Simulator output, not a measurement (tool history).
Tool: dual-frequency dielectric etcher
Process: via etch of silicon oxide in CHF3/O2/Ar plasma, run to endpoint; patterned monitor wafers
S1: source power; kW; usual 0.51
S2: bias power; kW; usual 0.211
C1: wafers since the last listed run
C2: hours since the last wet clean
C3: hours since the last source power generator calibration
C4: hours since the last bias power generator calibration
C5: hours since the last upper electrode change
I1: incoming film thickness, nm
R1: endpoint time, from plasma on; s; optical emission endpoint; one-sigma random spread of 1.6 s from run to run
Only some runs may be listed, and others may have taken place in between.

run	hour	S1	S2	C1	C2	C3	C4	C5	I1	R1
1	0	0.51	0.211	0	229.1	2465.5	4356.1	6432.9	420.9	208.4
2	25.5	0.51	0.211	146	254.6	2491	4381.6	6458.4	419.1	203.9
3	40.4	0.51	0.211	85	269.5	2505.9	4396.5	6473.3	415	201.9
4	52.9	0.51	0.211	71	282	2518.4	4409	6485.8	425.5	209.6
5	70.9	0.51	0.211	103	300	2536.4	4427	6503.8	418.9	204.9
6	91.2	0.51	0.211	116	320.3	2556.7	4447.3	6524.1	414	203.8
7	125.5	0.41	0.211	196	354.6	2591	4481.6	6558.4	421.6	238.3
8	145.2	0.41	0.211	113	374.3	2610.7	4501.3	6578.1	419.6	235.9
9	158.8	0.51	0.211	78	387.9	2624.3	4514.9	6591.7	421.1	207.2
# hour 200.6: upper electrode replaced
# hour 208.6: wet clean of the chamber
10	209.1	0.51	0.19	105	0.5	2674.6	4565.2	8.5	414	208.8
11	209.5	0.51	0.19	2	0.9	2675	4565.6	8.9	417.7	211.8
12	224.2	0.47	0.182	84	15.6	2689.7	4580.3	23.6	420.3	225.8
# hour 253.6: bias power generator calibrated
13	254.8	0.51	0.211	152	46.2	2720.3	1.2	54.2	418.8	207.7
# hour 269.3: source power generator calibrated
14	270.6	0.44	0.175	67	62	1.3	17	70	422	240.3
15	297.5	0.44	0.211	154	88.9	28.2	43.9	96.9	418	224.5
16	328.3	0.42	0.211	176	119.7	59	74.7	127.7	410.1	224
17	347.1	0.55	0.244	107	138.5	77.8	93.5	146.5	420.6	191

Describe how what the log doesn't record of the tool's condition differs between the last listed run preceding each entry between runs and the first listed run following it.
From run 9 to run 10: upper electrode replaced (hour 200.6); wet clean of the chamber (hour 208.6)
  the hidden state is the same at both runs
From run 12 to run 13: bias power generator calibrated (hour 253.6)
  the hidden state is the same at both runs
From run 13 to run 14: source power generator calibrated (hour 269.3)
  the hidden state is the same at both runs
